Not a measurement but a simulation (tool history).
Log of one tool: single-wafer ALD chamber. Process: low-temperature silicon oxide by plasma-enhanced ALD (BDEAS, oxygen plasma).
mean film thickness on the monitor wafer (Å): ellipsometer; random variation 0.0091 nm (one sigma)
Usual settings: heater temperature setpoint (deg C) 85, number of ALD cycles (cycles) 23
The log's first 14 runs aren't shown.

| run | hour | heater temperature setpoint (deg C) | number of ALD cycles (cycles) | wafers since the last listed run | hours since the last thermocouple change | hours since the gauge calibration | read-back reference wafer on the same gauge, thickness_nm | mean film thickness on the monitor wafer (Å) |
|---|---|---|---|---|---|---|---|---|
| 15 | 401.4 | 85 | 23 | 229 | 44.9 | 188 | 3.888 | 33.45 |
| 16 | 416.9 | 85 | 23 | 125 | 60.4 | 203.5 | 3.89 | 33.64 |
| 17 | 449 | 85 | 23 | 259 | 92.5 | 235.6 | 3.891 | 33.35 |
| 18 | 481.3 | 85 | 21 | 260 | 124.8 | 267.9 | 3.889 | 30.68 |
| 19 | 499.2 | 81 | 23 | 144 | 142.7 | 285.8 | 3.889 | 33.95 |
| 20 | 522.3 | 99 | 20 | 186 | 165.8 | 308.9 | 3.893 | 27.65 |
| 21 | 546.7 | 85 | 23 | 197 | 190.2 | 333.3 | 3.888 | 33.43 |
| 22 | 581.5 | 79 | 25 | 280 | 225 | 368.1 | 3.89 | 37.17 |
| 23 | 603.2 | 75 | 25 | 175 | 246.7 | 389.8 | 3.889 | 37.79 |
| 24 | 615.5 | 85 | 23 | 99 | 259 | 402.1 | 3.892 | 33.68 |
| 25 | 675.2 | 74 | 21 | 482 | 318.7 | 461.8 | 3.888 | 31.95 |
| 26 | 699.6 | 97 | 19 | 197 | 343.1 | 486.2 | 3.89 | 26.62 |
|  | 710.9 | gauge calibrated |
| 27 | 713.2 | 81 | 27 | 109 | 356.7 | 2.3 | 3.889 | 39.87 |
| 28 | 742.4 | 73 | 25 | 235 | 385.9 | 31.5 | 3.888 | 38.25 |
| 29 | 767.6 | 74 | 23 | 203 | 411.1 | 56.7 | 3.89 | 34.98 |
| 30 | 786.4 | 94 | 23 | 151 | 429.9 | 75.5 | 3.89 | 32.56 |
| 31 | 805.6 | 96 | 25 | 155 | 449.1 | 94.7 | 3.889 | 35.2 |
| 32 | 821.5 | 90 | 26 | 128 | 465 | 110.6 | 3.89 | 37.34 |
| 33 | 853.2 | 85 | 23 | 255 | 496.7 | 142.3 | 3.891 | 33.76 |
| 34 | 877.1 | 85 | 23 | 192 | 520.6 | 166.2 | 3.891 | 33.63 |
| 35 | 889.9 | 75 | 25 | 103 | 533.4 | 179 | 3.89 | 38.23 |

5 ways to go on from here, each from the tool as it stands after run 35. What would each give?
| A | 890.3 | 85 | 23 | 3 | 533.8 | 179.4 | ? | ? |
| B | 890.3 | 91 | 24 | 3 | 533.8 | 179.4 | ? | ? |
| C | 890.3 | 90 | 19 | 3 | 533.8 | 179.4 | ? | ? |
| D | 890.3 | 89 | 20 | 3 | 533.8 | 179.4 | ? | ? |
| E | 890.3 | 90 | 27 | 3 | 533.8 | 179.4 | ? | ? |

| run | read-back reference wafer on the same gauge, thickness_nm | mean film thickness on the monitor wafer (Å) |
|---|---|---|
| A | 3.889 | 33.73 |
| B | 3.889 | 34.45 |
| C | 3.889 | 27.37 |
| D | 3.889 | 28.91 |
| E | 3.889 | 38.89 |
Without the tool's hidden state the same runs would have given:
| run | mean film thickness on the monitor wafer (Å) |
|---|---|
| A | 33.47 |
| B | 34.18 |
| C | 27.16 |
| D | 28.69 |
| E | 38.59 |
